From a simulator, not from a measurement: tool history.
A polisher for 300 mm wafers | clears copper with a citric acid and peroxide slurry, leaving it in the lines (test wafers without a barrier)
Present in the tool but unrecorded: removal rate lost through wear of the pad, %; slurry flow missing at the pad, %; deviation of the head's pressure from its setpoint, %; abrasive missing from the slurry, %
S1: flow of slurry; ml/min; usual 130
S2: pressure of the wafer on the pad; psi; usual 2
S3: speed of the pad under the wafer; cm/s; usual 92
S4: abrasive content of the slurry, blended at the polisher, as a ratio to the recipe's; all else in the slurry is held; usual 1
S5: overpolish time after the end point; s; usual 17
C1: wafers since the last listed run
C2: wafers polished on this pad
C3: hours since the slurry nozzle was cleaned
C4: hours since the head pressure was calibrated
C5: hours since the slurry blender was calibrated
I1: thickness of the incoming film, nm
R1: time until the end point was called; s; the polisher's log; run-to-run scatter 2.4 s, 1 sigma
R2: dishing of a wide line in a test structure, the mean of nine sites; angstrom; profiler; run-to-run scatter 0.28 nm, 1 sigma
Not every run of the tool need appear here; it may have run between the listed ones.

run,hour,S1,S2,S3,S4,S5,C1,C2,C3,C4,C5,I1,R1,R2
1,0,130,2,92,1,17,0,1122,352.3,199,134.5,210.1,203.3,149
# hour 23.1: slurry nozzle cleaned
2,25.4,130,2,92,1,17,182,1304,2.3,224.4,159.9,206.7,198.7,145
3,39.9,130,2,92,1,17,108,1412,16.8,238.9,174.4,210.6,204.2,144
# hour 56.9: worn pad replaced by a new one
# hour 76.2: slurry blender recalibrated
4,76.7,130,2,92,1,17,229,132,53.6,275.7,0.5,212.3,186.4,161
5,143.6,130,2,92,1,17,499,632,120.5,342.6,67.4,210.4,191.3,156
# hour 168.8: head pressure recalibrated
6,169.3,130,2,92,0.9,17,176,808,146.2,0.5,93.1,213.5,202.5,150
7,194,130,2,92,0.9,17,184,993,170.9,25.2,117.8,207.5,200.2,146
8,229.3,130,2.3,92,1,17,263,1256,206.2,60.5,153.1,208.5,177,169
# hour 247: worn pad replaced by a new one
# hour 248.9: slurry blender recalibrated
9,252.9,130,2,92,0.8,17,131,29,229.8,84.1,4,208.2,189.3,153
10,355.2,130,2,92,0.8,17,763,793,332.1,186.4,106.3,206.3,203.3,151
# hour 383.6: slurry nozzle cleaned
11,412.2,130,2,92,1,15,417,1211,28.6,243.4,163.3,210.5,198.5,132
# hour 433.3: worn pad replaced by a new one
12,446.5,130,2,92,1,15,226,98,62.9,277.7,197.6,212.8,185.2,145
# hour 472.1: slurry blender recalibrated
13,474.1,170,2,118,1.15,25,191,289,90.5,305.3,2,210.9,139.4,300
14,505.1,130,2,92,1,17,231,521,121.5,336.3,33,211.6,201.6,150
15,538,150,2,92,1,17,245,766,154.4,369.2,65.9,207.9,194.2,156
# hour 571.8: head pressure recalibrated
16,572.3,130,2,116,0.9,10,241,1007,188.7,0.5,100.2,208.7,164,104
17,598.5,130,2,64,1,17,195,1203,214.9,26.7,126.4,211.7,300,102
# hour 605.1: worn pad replaced by a new one
18,627.5,130,2,92,1,23,186,167,243.9,55.7,155.4,208.9,185,213
19,650,130,2,92,1,23,167,335,266.4,78.2,177.9,212.3,188.3,215
# hour 660.9: slurry blender recalibrated
# hour 677.9: slurry nozzle cleaned
20,679.9,130,2,92,1,17,200,535,2,108.1,19,209.6,189.2,160
21,698.5,130,2.3,92,1,24,138,674,20.6,126.7,37.6,209.4,165.8,233
22,718.1,150,2,92,1,9,146,820,40.2,146.3,57.2,211,190.9,90
23,739.9,130,2,92,1,17,162,983,62,168.1,79,209.3,201.1,152
24,768.5,130,1.4,92,0.85,17,213,1197,90.6,196.7,107.6,210.8,293.3,99
# hour 792.7: worn pad replaced by a new one
25,793.9,100,2,92,1.25,17,159,8,116,222.1,133,209.9,182.2,168
26,814,130,2,92,1,17,150,158,136.1,242.2,153.1,210,182.9,161
# hour 832: slurry blender recalibrated
27,838.5,170,2,118,1.15,25,167,326,160.6,266.7,6.5,209.2,136,300

5 options for the next run, each taken on its own from the tool as it stands now. Forecast them:
A,839,130,2,92,1,17,3,330,161.1,267.2,7,211.7,?,?
B,839,130,1.3,64,1,17,3,330,161.1,267.2,7,211.7,?,?
C,839,130,2,92,1,11,3,330,161.1,267.2,7,211.7,?,?
D,839,160,2.3,108,1,22,3,330,161.1,267.2,7,211.7,?,?
E,839,160,2,92,1,12,3,330,161.1,267.2,7,211.7,?,?

run,R1,R2
A,189.8,157
B,401.1,77
C,189.8,104
D,136.8,268
E,182.9,117
With no hidden state in the tool, these same runs would have given:
run,R1,R2
A,182,163
B,384.4,80
C,182,108
D,131.2,279
E,175.3,122

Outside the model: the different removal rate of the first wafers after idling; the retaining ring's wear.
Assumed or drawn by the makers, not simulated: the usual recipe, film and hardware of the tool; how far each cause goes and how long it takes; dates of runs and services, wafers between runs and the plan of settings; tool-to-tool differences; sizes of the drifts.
